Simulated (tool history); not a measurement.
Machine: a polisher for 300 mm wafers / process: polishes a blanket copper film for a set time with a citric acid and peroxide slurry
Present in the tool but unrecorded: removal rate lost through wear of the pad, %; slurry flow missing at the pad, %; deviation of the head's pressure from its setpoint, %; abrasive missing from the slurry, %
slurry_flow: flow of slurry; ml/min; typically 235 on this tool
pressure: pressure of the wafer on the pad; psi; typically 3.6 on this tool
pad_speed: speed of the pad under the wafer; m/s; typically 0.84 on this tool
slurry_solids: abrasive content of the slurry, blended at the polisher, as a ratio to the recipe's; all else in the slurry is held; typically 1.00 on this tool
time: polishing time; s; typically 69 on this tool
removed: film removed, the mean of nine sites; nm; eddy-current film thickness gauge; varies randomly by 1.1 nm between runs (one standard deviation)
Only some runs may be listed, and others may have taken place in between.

run	hour	slurry_flow	pressure	pad_speed	slurry_solids	time	wafers since the last listed run	wafers polished on this pad	hours since the slurry nozzle was cleaned	hours since the head pressure was calibrated	hours since the slurry blender was calibrated	incoming thickness of the incoming film, nm	removed
1	0.0	235	3.6	0.96	1.00	69	0	276	192.4	814.6	132.6	895.9	172.8
2	26.3	235	3.6	0.96	1.00	69	238	515	218.7	840.9	158.9	902.3	170.7
3	40.2	235	3.6	0.96	1.00	69	125	641	232.6	854.8	172.8	879.4	169.4
4	55.8	235	3.6	0.84	1.00	69	141	782	248.2	870.4	188.4	871.9	146.5
5	76.1	235	3.6	0.84	1.00	69	183	966	268.5	890.7	208.7	879.4	145.1
6	93.7	235	3.6	0.84	1.00	69	159	1126	286.1	908.3	226.3	876.7	146.8
7	117.6	235	3.6	0.84	1.00	69	216	1342	310.0	932.2	250.2	888.1	142.9
# hour 148.0: worn pad replaced by a new one
8	148.5	235	3.6	0.84	1.00	69	243	4	340.9	963.1	281.1	902.9	140.9
9	167.3	235	4.6	0.84	1.00	59	170	174	359.7	981.9	299.9	898.1	154.3
10	206.0	235	4.6	0.84	1.00	59	350	525	398.4	1020.6	338.6	892.3	146.7
11	225.6	235	3.6	0.84	1.00	69	177	702	418.0	1040.2	358.2	904.0	135.6
# hour 230.2: slurry nozzle cleaned
12	237.9	235	3.6	0.84	1.00	69	102	805	7.7	1052.5	370.5	886.4	147.6
13	257.5	235	4.8	0.84	1.00	69	177	982	27.3	1072.1	390.1	869.7	194.5
14	286.3	235	3.6	0.84	1.00	69	261	1243	56.1	1100.9	418.9	888.5	147.9
# hour 297.6: worn pad replaced by a new one
15	298.5	175	3.6	0.84	0.80	69	74	7	68.3	1113.1	431.1	893.8	132.7
# hour 303.8: head pressure recalibrated
16	313.8	175	3.6	0.58	1.00	69	120	128	83.6	10.0	446.4	882.5	98.3
# hour 320.0: slurry blender recalibrated
17	339.9	205	2.9	0.74	1.00	69	218	346	109.7	36.1	19.9	870.2	108.6
18	361.0	235	3.6	0.84	1.00	69	191	538	130.8	57.2	41.0	874.5	155.6
19	380.9	180	4.7	1.14	1.00	69	180	718	150.7	77.1	60.9	885.4	257.8
20	414.6	235	3.6	0.74	0.90	69	305	1023	184.4	110.8	94.6	896.1	131.1
21	434.7	235	3.6	0.84	1.00	69	182	1206	204.5	130.9	114.7	879.8	153.1
22	454.2	160	4.5	0.94	1.00	69	176	1382	224.0	150.4	134.2	901.9	193.2
# hour 473.1: worn pad replaced by a new one
23	489.2	235	3.0	0.58	1.00	90	280	146	259.0	185.4	169.2	887.1	113.6
24	511.3	235	2.9	1.10	0.80	69	200	346	281.1	207.5	191.3	891.1	146.1
25	537.6	185	3.6	0.84	1.00	90	238	584	307.4	233.8	217.6	893.3	177.2
26	568.9	235	3.6	0.84	1.00	69	283	868	338.7	265.1	248.9	893.2	140.0
27	584.9	235	3.6	0.84	1.30	69	145	1013	354.7	281.1	264.9	884.2	150.5
# hour 596.9: slurry nozzle cleaned
28	611.8	235	3.6	0.84	1.00	69	234	1248	14.9	308.0	291.8	905.2	150.8
# hour 632.9: worn pad replaced by a new one
29	634.5	275	3.6	0.84	1.00	69	169	14	37.6	330.7	314.5	889.0	152.9
30	651.2	235	3.6	0.96	1.00	49	151	165	54.3	347.4	331.2	891.9	119.2

Branching from run 30: 4 alternative next runs. What would each branch give?
A	651.6	235	3.6	0.84	1.00	69	3	169	54.7	347.8	331.6	889.6	?
B	651.6	290	3.6	0.96	1.10	47	3	169	54.7	347.8	331.6	889.6	?
C	651.6	165	3.6	0.96	1.25	47	3	169	54.7	347.8	331.6	889.6	?
D	651.6	300	3.6	0.84	1.00	69	3	169	54.7	347.8	331.6	889.6	?

run	removed
A	146.6
B	119.3
C	113.5
D	150.7
What these runs would have given with no unlogged condition in the tool:
run	removed
A	157.8
B	128.5
C	122.9
D	162.0

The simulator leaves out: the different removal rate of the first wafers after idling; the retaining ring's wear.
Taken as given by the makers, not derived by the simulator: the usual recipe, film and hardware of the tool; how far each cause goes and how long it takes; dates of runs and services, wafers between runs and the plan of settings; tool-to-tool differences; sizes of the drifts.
